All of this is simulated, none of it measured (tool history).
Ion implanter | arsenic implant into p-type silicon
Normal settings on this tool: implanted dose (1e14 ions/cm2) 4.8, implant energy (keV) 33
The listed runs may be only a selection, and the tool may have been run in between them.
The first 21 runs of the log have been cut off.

run   hour  implanted dose (1e14 ions/cm2)  implant energy (keV)  read-back reference wafer on the same gauge, sheet resistance  sheet resistance of the implanted and annealed layer (ohm/square)
 22  436.1                             5.2                    33                                                         211.64                                                             175.32
 23  464.6                            3.79                    43                                                         211.68                                                             215.58
 24  490.6                            5.78                  28.5                                                         211.61                                                             165.35
 25  525.6                             4.8                    33                                                         211.61                                                             186.98
 26  543.8                            4.39                    33                                                         211.69                                                             200.63
 27  615.1                            6.05                    41                                                         211.69                                                             151.01
 28  642.8                            5.66                  40.5                                                         211.72                                                             159.76
 29  671.6                            5.37                    37                                                         211.91                                                             168.07
 30    706                            6.17                    22                                                         211.93                                                             164.17
 31  730.9                            4.36                  36.5                                                         211.88                                                             198.66
 32  762.3                            3.89                    41                                                         211.78                                                             212.77
 33  784.2                            5.87                  26.5                                                         211.72                                                             166.87
 34  811.1                             4.8                    24                                                         212.27                                                              195.6
 35  830.2                             4.8                    33                                                         212.05                                                             186.86
 36    847                             4.8                    33                                                         212.18                                                             187.17
 37  879.6                            5.65                    25                                                         212.16                                                             172.21

4 options for the next run, each taken on its own from the tool as it stands now. Forecast them:
  A   880                            5.91                    33                                                              ?                                                                  ?
  B   880                            3.37                    26                                                              ?                                                                  ?
  C   880                            3.44                  21.5                                                              ?                                                                  ?
  D   880                             4.3                    25                                                              ?                                                                  ?

run  read-back reference wafer on the same gauge, sheet resistance  sheet resistance of the implanted and annealed layer (ohm/square)
  A                                                          212.1                                                             159.15
  B                                                          212.1                                                             252.38
  C                                                          212.1                                                              254.8
  D                                                          212.1                                                             210.99
Had the tool no hidden state, the same runs would have come out as:
run  sheet resistance of the implanted and annealed layer (ohm/square)
  A                                                                159
  B                                                             252.14
  C                                                             254.55
  D                                                             210.79

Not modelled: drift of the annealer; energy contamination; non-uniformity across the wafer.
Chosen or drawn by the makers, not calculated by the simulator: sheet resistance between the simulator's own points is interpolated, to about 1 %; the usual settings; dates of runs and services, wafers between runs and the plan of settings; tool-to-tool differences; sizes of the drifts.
